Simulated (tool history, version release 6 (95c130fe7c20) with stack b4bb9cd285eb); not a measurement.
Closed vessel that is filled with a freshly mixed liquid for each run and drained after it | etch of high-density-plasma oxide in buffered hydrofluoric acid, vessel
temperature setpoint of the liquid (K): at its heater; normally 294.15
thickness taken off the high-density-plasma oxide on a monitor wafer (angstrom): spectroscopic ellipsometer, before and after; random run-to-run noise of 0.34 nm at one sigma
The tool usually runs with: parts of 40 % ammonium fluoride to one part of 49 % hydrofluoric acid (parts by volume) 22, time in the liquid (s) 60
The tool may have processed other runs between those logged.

run,day,temperature setpoint of the liquid (K),parts of 40 % ammonium fluoride to one part of 49 % hydrofluoric acid (parts by volume),time in the liquid (s),wafers since the last listed run,hours since the thermometer was replaced,hours since the hydrofluoric acid flow meter was replaced,hours since the gauge calibration,"read-back film thickness of the high-density-plasma oxide reference wafer, read on the same gauge (nm)",thickness taken off the high-density-plasma oxide on a monitor wafer (angstrom)
1,0,295.15,22,75,0,1932.5,306.3,308.6,109.98,909.4
2,5.454,291.15,22,60,14642,2063.4,437.2,439.5,109.96,588
3,8.533,291.15,22,60,8266,2137.3,511.1,513.4,110.02,586.3
4,12.692,291.65,22,60,11163,2237.1,610.9,613.2,109.93,599.8
5,16.012,291.65,22,60,8915,2316.8,690.6,692.9,109.99,604.7
6,20.367,291.65,22,60,11689,2421.3,795.1,797.4,110.01,604.7
7,23.233,294.15,24.5,60,7695,2490.1,863.9,866.2,110.01,650.9
# day 24.858: thermometer replaced
8,26.317,290.15,22,60,8165,35,937.9,940.2,110.04,563.5
# day 26.421: gauge calibrated
9,29.092,291.15,22,60,7449,101.6,1004.5,64.1,110.05,590
10,31.55,294.15,25,60,6599,160.6,1063.5,123.1,109.99,644.2
# day 34.454: hydrofluoric acid flow meter replaced
11,34.475,294.15,14.5,60,7740,230.8,0.5,193.3,109.99,1007.6
12,37.162,294.15,18.5,35,7214,295.3,65,257.8,109.96,462.9
13,40.958,294.15,22,60,10190,386.4,156.1,348.9,110,688.5
14,54.192,294.15,16,60,35526,704,473.7,666.5,110.02,932.1
15,57.308,295.15,22,75,8367,778.8,548.5,741.3,110,916

4 options for the next run, each taken on its own from the tool as it stands now. Forecast them:
A,57.338,294.15,22,60,78,779.5,549.2,742,?,?
B,57.338,292.15,22,50,78,779.5,549.2,742,?,?
C,57.338,294.15,25.5,45,78,779.5,549.2,742,?,?
D,57.338,290.15,18,85,78,779.5,549.2,742,?,?

run,"read-back film thickness of the high-density-plasma oxide reference wafer, read on the same gauge (nm)",thickness taken off the high-density-plasma oxide on a monitor wafer (angstrom)
A,110.03,691.8
B,110.03,515.2
C,110.03,468.6
D,110.03,933.1
The same runs, with their run-to-run variation unchanged, on a tool lacking any hidden condition would have given:
run,thickness taken off the high-density-plasma oxide on a monitor wafer (angstrom)
A,680.3
B,506.7
C,460.8
D,911.1
